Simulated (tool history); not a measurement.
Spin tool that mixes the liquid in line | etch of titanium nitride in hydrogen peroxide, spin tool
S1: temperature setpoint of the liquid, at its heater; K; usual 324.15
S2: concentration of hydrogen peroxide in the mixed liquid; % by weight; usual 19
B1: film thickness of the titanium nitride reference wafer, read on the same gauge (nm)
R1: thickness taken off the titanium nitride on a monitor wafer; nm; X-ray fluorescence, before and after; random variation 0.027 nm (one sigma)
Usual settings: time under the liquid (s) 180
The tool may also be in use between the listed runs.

run 1 hour=0 | S1=324.15 S2=19 time_under_the_liquid_(s)=180 | B1=70.02 | R1=6.15
run 2 hour=32.4 | S1=324.15 S2=19 time_under_the_liquid_(s)=180 | B1=69.97 | R1=6.14
run 3 hour=67.7 | S1=324.15 S2=21.5 time_under_the_liquid_(s)=180 | B1=69.99 | R1=6.35
run 4 hour=93 | S1=324.15 S2=21.5 time_under_the_liquid_(s)=180 | B1=70.01 | R1=6.41
run 5 hour=106.5 | S1=324.15 S2=19 time_under_the_liquid_(s)=180 | B1=70.01 | R1=6.17
run 6 hour=127.7 | S1=324.15 S2=19 time_under_the_liquid_(s)=180 | B1=69.97 | R1=6.22
run 7 hour=159.4 | S1=324.15 S2=22 time_under_the_liquid_(s)=180 | B1=69.98 | R1=6.45
run 8 hour=176.6 | S1=324.15 S2=19 time_under_the_liquid_(s)=180 | B1=70.02 | R1=6.23
-- hour=177.9 gauge calibrated
run 9 hour=189 | S1=326.65 S2=22 time_under_the_liquid_(s)=180 | B1=70.02 | R1=7.72
run 10 hour=218.3 | S1=326.65 S2=22 time_under_the_liquid_(s)=180 | B1=69.97 | R1=7.74
run 11 hour=241 | S1=324.15 S2=19 time_under_the_liquid_(s)=180 | B1=69.96 | R1=6.27
-- hour=244.9 new drum of peroxide connected
run 12 hour=270.8 | S1=324.15 S2=19 time_under_the_liquid_(s)=120 | B1=70.03 | R1=4.19
run 13 hour=287.8 | S1=318.65 S2=14 time_under_the_liquid_(s)=135 | B1=70.02 | R1=2.94
-- hour=310.1 thermometer replaced
-- hour=310.4 heated supply line repaired
run 14 hour=310.9 | S1=324.15 S2=21 time_under_the_liquid_(s)=135 | B1=69.98 | R1=5.44
run 15 hour=322.4 | S1=324.15 S2=19 time_under_the_liquid_(s)=180 | B1=70.04 | R1=7.02
run 16 hour=339.8 | S1=316.65 S2=19 time_under_the_liquid_(s)=180 | B1=69.97 | R1=4.11
run 17 hour=363.7 | S1=324.15 S2=21.5 time_under_the_liquid_(s)=290 | B1=69.98 | R1=11.75
-- hour=370.4 peroxide flow meter replaced
run 18 hour=375.7 | S1=333.15 S2=15 time_under_the_liquid_(s)=95 | B1=70 | R1=6.63
run 19 hour=391.7 | S1=333.15 S2=19 time_under_the_liquid_(s)=245 | B1=70.03 | R1=17.99
-- hour=403.9 thermometer replaced, repeated, since the last time left the tool worse
run 20 hour=427.2 | S1=324.15 S2=19 time_under_the_liquid_(s)=180 | B1=69.96 | R1=5.76
run 21 hour=459.2 | S1=324.15 S2=19 time_under_the_liquid_(s)=180 | B1=69.98 | R1=5.73
-- hour=464.1 gauge calibrated
run 22 hour=471.4 | S1=324.15 S2=19 time_under_the_liquid_(s)=180 | B1=70 | R1=5.76

Measured less the same run without the tool's hidden state. The same run-to-run variation is in both; the gauge's scatter may not be:
The hidden state here: liquid hotter than its thermometer reads (K); peroxide flow above the setpoint (%); temperature lost on the way to the wafer (K); peroxide weaker than its label (%); gauge reads high (%).
run=1 R1=+0.52
run=2 R1=+0.53
run=3 R1=+0.56
run=4 R1=+0.57
run=5 R1=+0.56
run=6 R1=+0.57
run=7 R1=+0.6
run=8 R1=+0.59
run=9 R1=+0.72
run=10 R1=+0.74
run=11 R1=+0.62
run=12 R1=+0.42
run=13 R1=+0.3
run=14 R1=+1.1
run=15 R1=+1.42
run=16 R1=+0.87
run=17 R1=+2.41
run=18 R1=+1.3
run=19 R1=+3.53
run=20 R1=+0.09
run=21 R1=+0.1
run=22 R1=+0.11

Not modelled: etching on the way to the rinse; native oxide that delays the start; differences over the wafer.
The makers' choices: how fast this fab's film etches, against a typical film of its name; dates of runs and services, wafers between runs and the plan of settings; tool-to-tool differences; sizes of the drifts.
